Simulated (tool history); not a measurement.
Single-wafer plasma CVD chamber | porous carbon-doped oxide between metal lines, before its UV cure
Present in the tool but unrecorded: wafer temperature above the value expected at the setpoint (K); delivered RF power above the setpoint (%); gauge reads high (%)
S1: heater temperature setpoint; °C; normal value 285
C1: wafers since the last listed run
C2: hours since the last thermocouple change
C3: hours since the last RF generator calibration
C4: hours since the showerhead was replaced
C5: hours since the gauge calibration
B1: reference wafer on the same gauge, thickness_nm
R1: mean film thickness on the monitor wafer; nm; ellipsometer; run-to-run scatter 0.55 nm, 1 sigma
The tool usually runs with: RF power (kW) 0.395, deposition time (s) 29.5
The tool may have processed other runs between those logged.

{"run": 1, "hour": 0.0, "S1": 285, "RF power (kW)": 0.395, "deposition time (s)": 29.5, "C1": 0, "C2": 1635.1, "C3": 718.2, "C4": 2029.5, "C5": 243.9, "B1": 116.08, "R1": 131.33}
{"run": 2, "hour": 76.1, "S1": 285, "RF power (kW)": 0.395, "deposition time (s)": 29.5, "C1": 1469, "C2": 1711.2, "C3": 794.3, "C4": 2105.6, "C5": 320, "B1": 115.838, "R1": 131.437}
{"run": 3, "hour": 143.0, "S1": 285, "RF power (kW)": 0.435, "deposition time (s)": 27.7, "C1": 1291, "C2": 1778.1, "C3": 861.2, "C4": 2172.5, "C5": 386.9, "B1": 115.802, "R1": 132.201}
{"run": 4, "hour": 239.9, "S1": 285, "RF power (kW)": 0.395, "deposition time (s)": 29.5, "C1": 1870, "C2": 1875, "C3": 958.1, "C4": 2269.4, "C5": 483.8, "B1": 115.961, "R1": 130.892}
{"run": 5, "hour": 343.3, "S1": 285, "RF power (kW)": 0.395, "deposition time (s)": 29.5, "C1": 1996, "C2": 1978.4, "C3": 1061.5, "C4": 2372.8, "C5": 587.2, "B1": 115.902, "R1": 131.031}
{"run": 6, "hour": 415.0, "S1": 285, "RF power (kW)": 0.395, "deposition time (s)": 29.5, "C1": 1384, "C2": 2050.1, "C3": 1133.2, "C4": 2444.5, "C5": 658.9, "B1": 115.96, "R1": 129.917}
{"hour": 467.9, "done": "gauge calibrated"}
{"run": 7, "hour": 521.8, "S1": 285, "RF power (kW)": 0.395, "deposition time (s)": 31.4, "C1": 2061, "C2": 2156.9, "C3": 1240, "C4": 2551.3, "C5": 53.9, "B1": 116.099, "R1": 138.87}
{"run": 8, "hour": 654.8, "S1": 285, "RF power (kW)": 0.395, "deposition time (s)": 31.4, "C1": 2567, "C2": 2289.9, "C3": 1373, "C4": 2684.3, "C5": 186.9, "B1": 116.097, "R1": 139.459}
{"hour": 709.8, "done": "thermocouple changed; heater temperature recalibrated"}
{"run": 9, "hour": 710.3, "S1": 300, "RF power (kW)": 0.415, "deposition time (s)": 25.9, "C1": 916, "C2": 0.5, "C3": 1428.5, "C4": 2739.8, "C5": 242.4, "B1": 115.816, "R1": 112.469}
{"run": 10, "hour": 808.7, "S1": 272, "RF power (kW)": 0.395, "deposition time (s)": 32.2, "C1": 1899, "C2": 98.9, "C3": 1526.9, "C4": 2838.2, "C5": 340.8, "B1": 115.904, "R1": 162.064}
{"run": 11, "hour": 859.5, "S1": 285, "RF power (kW)": 0.395, "deposition time (s)": 29.5, "C1": 980, "C2": 149.7, "C3": 1577.7, "C4": 2889, "C5": 391.6, "B1": 116.085, "R1": 134.384}
{"hour": 927.1, "done": "RF generator calibrated"}
{"run": 12, "hour": 931.0, "S1": 285, "RF power (kW)": 0.395, "deposition time (s)": 29.5, "C1": 1225, "C2": 221.2, "C3": 3.9, "C4": 2960.5, "C5": 463.1, "B1": 116.115, "R1": 142.013}
{"hour": 1010.1, "done": "showerhead replaced"}
{"run": 13, "hour": 1021.0, "S1": 285, "RF power (kW)": 0.395, "deposition time (s)": 29.5, "C1": 1582, "C2": 311.2, "C3": 93.9, "C4": 10.9, "C5": 553.1, "B1": 115.998, "R1": 140.023}
{"run": 14, "hour": 1069.2, "S1": 298, "RF power (kW)": 0.395, "deposition time (s)": 29.5, "C1": 930, "C2": 359.4, "C3": 142.1, "C4": 59.1, "C5": 601.3, "B1": 115.772, "R1": 126.989}
{"run": 15, "hour": 1135.1, "S1": 295, "RF power (kW)": 0.43, "deposition time (s)": 29.5, "C1": 1272, "C2": 425.3, "C3": 208, "C4": 125, "C5": 667.2, "B1": 115.975, "R1": 136.94}
{"run": 16, "hour": 1202.8, "S1": 289, "RF power (kW)": 0.395, "deposition time (s)": 29.5, "C1": 1306, "C2": 493, "C3": 275.7, "C4": 192.7, "C5": 734.9, "B1": 115.889, "R1": 132.155}
{"run": 17, "hour": 1280.0, "S1": 290, "RF power (kW)": 0.395, "deposition time (s)": 29.5, "C1": 1490, "C2": 570.2, "C3": 352.9, "C4": 269.9, "C5": 812.1, "B1": 115.997, "R1": 131.508}

Describe how what the log doesn't record of the tool's condition differs between the last listed run preceding each entry between runs and the first listed run following it.
From run 6 to run 7: gauge calibrated (hour 467.9)
  wafer temperature above the value expected at the setpoint (K): 6.46 -> 6.51; delivered RF power above the setpoint (%): -6.39 -> -6.53
  measured minus no-state result, R1: -12.71 -> -13.807 nm
From run 8 to run 9: thermocouple changed; heater temperature recalibrated (hour 709.8)
  wafer temperature above the value expected at the setpoint (K): 6.56 -> -0.275; delivered RF power above the setpoint (%): -6.67 -> -6.72
  measured minus no-state result, R1: -14.088 -> -5.568 nm
From run 11 to run 12: RF generator calibrated (hour 927.1)
  wafer temperature above the value expected at the setpoint (K): 0.92 -> 1.41; delivered RF power above the setpoint (%): -6.82 -> -0.292
  measured minus no-state result, R1: -8.085 -> -1.723 nm
From run 12 to run 13: showerhead replaced (hour 1010.1)
  wafer temperature above the value expected at the setpoint (K): 1.41 -> 1.96; delivered RF power above the setpoint (%): -0.292 -> -1.42
  measured minus no-state result, R1: -1.723 -> -3.425 nm
